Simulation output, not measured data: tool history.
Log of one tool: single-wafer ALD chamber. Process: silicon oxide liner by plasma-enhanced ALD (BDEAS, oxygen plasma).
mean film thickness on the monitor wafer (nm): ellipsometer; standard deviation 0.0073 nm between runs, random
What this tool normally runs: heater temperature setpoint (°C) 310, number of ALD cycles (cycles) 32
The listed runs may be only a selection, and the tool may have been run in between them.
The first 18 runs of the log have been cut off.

run    hour  heater temperature setpoint (°C)  number of ALD cycles (cycles)  wafers since the last listed run  hours since the last thermocouple change  hours since the gauge calibration  read-back reference wafer on the same gauge, thickness_nm  mean film thickness on the monitor wafer (nm)
 19   965.9                               310                             27                               423                                    2115.0                               76.1                                                      3.392                                          2.452
 20  1032.6                               324                             38                               495                                    2181.7                              142.8                                                      3.387                                          3.409
     1048.1  -- thermocouple changed; heater temperature recalibrated
 21  1071.8                               314                             32                               231                                      23.7                              182.0                                                      3.380                                          2.884
 22  1141.9                               299                             32                               520                                      93.8                              252.1                                                      3.374                                          2.924
 23  1209.7                               310                             32                               503                                     161.6                              319.9                                                      3.367                                          2.899
 24  1251.4                               324                             28                               309                                     203.3                              361.6                                                      3.365                                          2.487
 25  1281.6                               323                             29                               224                                     233.5                              391.8                                                      3.363                                          2.583
 26  1330.6                               315                             32                               363                                     282.5                              440.8                                                      3.359                                          2.874
 27  1358.6                               324                             30                               207                                     310.5                              468.8                                                      3.356                                          2.651
 28  1393.7                               324                             37                               260                                     345.6                              503.9                                                      3.355                                          3.274
 29  1424.7                               310                             32                               230                                     376.6                              534.9                                                      3.352                                          2.877
 30  1462.9                               303                             37                               283                                     414.8                              573.1                                                      3.350                                          3.353
 31  1522.1                               310                             32                               439                                     474.0                              632.3                                                      3.347                                          2.881
 32  1565.5                               300                             34                               322                                     517.4                              675.7                                                      3.345                                          3.099
 33  1621.4                               310                             32                               415                                     573.3                              731.6                                                      3.341                                          2.860
 34  1683.5                               310                             27                               461                                     635.4                              793.7                                                      3.339                                          2.421
 35  1744.5                               302                             32                               452                                     696.4                              854.7                                                      3.337                                          2.887

What if the next run were any one of these 4? Each begins from the tool's condition after run 35:
  A  1744.9                               310                             29                                 2                                     696.8                              855.1                                                          ?                                              ?
  B  1744.9                               300                             32                                 2                                     696.8                              855.1                                                          ?                                              ?
  C  1744.9                               295                             37                                 2                                     696.8                              855.1                                                          ?                                              ?
  D  1744.9                               324                             36                                 2                                     696.8                              855.1                                                          ?                                              ?

run  read-back reference wafer on the same gauge, thickness_nm  mean film thickness on the monitor wafer (nm)
  A                                                      3.338                                          2.602
  B                                                      3.338                                          2.907
  C                                                      3.338                                          3.406
  D                                                      3.338                                          3.174
Stripped of hidden state, with their random variation kept, the same runs would have yielded:
run  mean film thickness on the monitor wafer (nm)
  A                                          2.636
  B                                          2.945
  C                                          3.451
  D                                          3.215
